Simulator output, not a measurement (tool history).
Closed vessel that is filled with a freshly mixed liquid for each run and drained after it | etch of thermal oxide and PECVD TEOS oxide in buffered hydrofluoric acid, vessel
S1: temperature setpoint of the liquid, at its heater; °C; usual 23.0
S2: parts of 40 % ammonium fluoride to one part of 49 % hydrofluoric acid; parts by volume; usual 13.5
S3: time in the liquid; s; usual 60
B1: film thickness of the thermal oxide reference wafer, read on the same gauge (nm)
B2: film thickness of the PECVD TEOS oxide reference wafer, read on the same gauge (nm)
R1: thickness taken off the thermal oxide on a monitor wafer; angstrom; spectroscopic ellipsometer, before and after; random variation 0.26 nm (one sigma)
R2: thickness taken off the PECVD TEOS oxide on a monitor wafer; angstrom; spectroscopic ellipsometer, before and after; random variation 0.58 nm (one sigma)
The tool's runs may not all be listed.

run 1 hour=0.0 | S1=23.0 S2=13.5 S3=60 | B1=113.14 B2=41.12 | R1=575.2 R2=622.9
run 2 hour=30.7 | S1=23.0 S2=13.5 S3=60 | B1=113.25 B2=41.19 | R1=573.7 R2=624.2
run 3 hour=86.2 | S1=22.0 S2=13.5 S3=60 | B1=113.43 B2=41.25 | R1=546.5 R2=587.6
run 4 hour=257.7 | S1=23.0 S2=13.5 S3=60 | B1=113.83 B2=41.40 | R1=578.7 R2=626.2
run 5 hour=319.6 | S1=23.0 S2=13.5 S3=60 | B1=113.89 B2=41.42 | R1=581.2 R2=627.3
run 6 hour=361.1 | S1=23.0 S2=13.5 S3=60 | B1=113.97 B2=41.45 | R1=585.5 R2=626.3
run 7 hour=386.8 | S1=23.0 S2=13.5 S3=60 | B1=113.99 B2=41.46 | R1=578.4 R2=623.0
run 8 hour=412.7 | S1=21.5 S2=13.5 S3=60 | B1=114.02 B2=41.45 | R1=535.5 R2=574.4
run 9 hour=449.1 | S1=21.5 S2=13.5 S3=60 | B1=114.05 B2=41.49 | R1=535.6 R2=573.9
run 10 hour=641.3 | S1=21.5 S2=13.5 S3=60 | B1=114.23 B2=41.52 | R1=533.0 R2=570.6
run 11 hour=710.8 | S1=23.0 S2=13.5 S3=60 | B1=114.24 B2=41.53 | R1=583.5 R2=635.8
run 12 hour=747.3 | S1=23.0 S2=13.5 S3=60 | B1=114.27 B2=41.54 | R1=581.0 R2=619.6
-- hour=787.1 gauge calibrated
run 13 hour=813.1 | S1=23.0 S2=13.5 S3=60 | B1=110.18 B2=40.08 | R1=559.4 R2=600.7
run 14 hour=862.9 | S1=23.0 S2=13.5 S3=60 | B1=110.71 B2=40.25 | R1=568.1 R2=595.5
-- hour=946.4 thermometer replaced
run 15 hour=1066.9 | S1=23.0 S2=13.5 S3=60 | B1=112.16 B2=40.79 | R1=566.0 R2=613.1
-- hour=1111.6 hydrofluoric acid flow meter replaced
run 16 hour=1132.3 | S1=23.0 S2=15.5 S3=85 | B1=112.49 B2=40.89 | R1=713.4 R2=773.4
run 17 hour=1203.9 | S1=27.0 S2=13.5 S3=40 | B1=112.77 B2=41.02 | R1=469.5 R2=518.4
run 18 hour=1237.4 | S1=20.5 S2=18.5 S3=90 | B1=112.87 B2=41.03 | R1=547.0 R2=592.7
run 19 hour=1305.5 | S1=20.5 S2=13.5 S3=60 | B1=113.09 B2=41.12 | R1=497.1 R2=539.9
run 20 hour=1366.2 | S1=20.0 S2=13.5 S3=80 | B1=113.23 B2=41.18 | R1=649.7 R2=710.9
run 21 hour=1421.8 | S1=23.0 S2=13.5 S3=60 | B1=113.38 B2=41.21 | R1=572.9 R2=623.4
run 22 hour=1455.4 | S1=19.0 S2=17.0 S3=60 | B1=113.38 B2=41.23 | R1=370.5 R2=391.2
run 23 hour=1511.0 | S1=27.0 S2=13.5 S3=90 | B1=113.49 B2=41.28 | R1=1065.8 R2=1133.0
run 24 hour=1593.9 | S1=23.0 S2=13.5 S3=60 | B1=113.61 B2=41.32 | R1=579.7 R2=628.0

Some steps in R1 between neighbouring runs. How much of each would the tool show without its hidden state too (settings, what came in, random variation), and how much is left for the hidden state, with any gauge scatter that isn't in both results?
The hidden state here: liquid colder than its thermometer reads (K); hydrofluoric acid flow above the setpoint (%); gauge reads high (%).
Run 12 -> 13: gauge calibrated. R1 -21.6 angstrom: hidden state -20.7, all else -0.9.
Run 22 -> 23: S1 19.0 -> 27.0, S2 17.0 -> 13.5, S3 60 -> 90. R1 +695.3 angstrom: hidden state +21.7, all else +673.6.
Run 23 -> 24: S1 27.0 -> 23.0, S3 90 -> 60. R1 -486.1 angstrom: hidden state -14.4, all else -471.7.
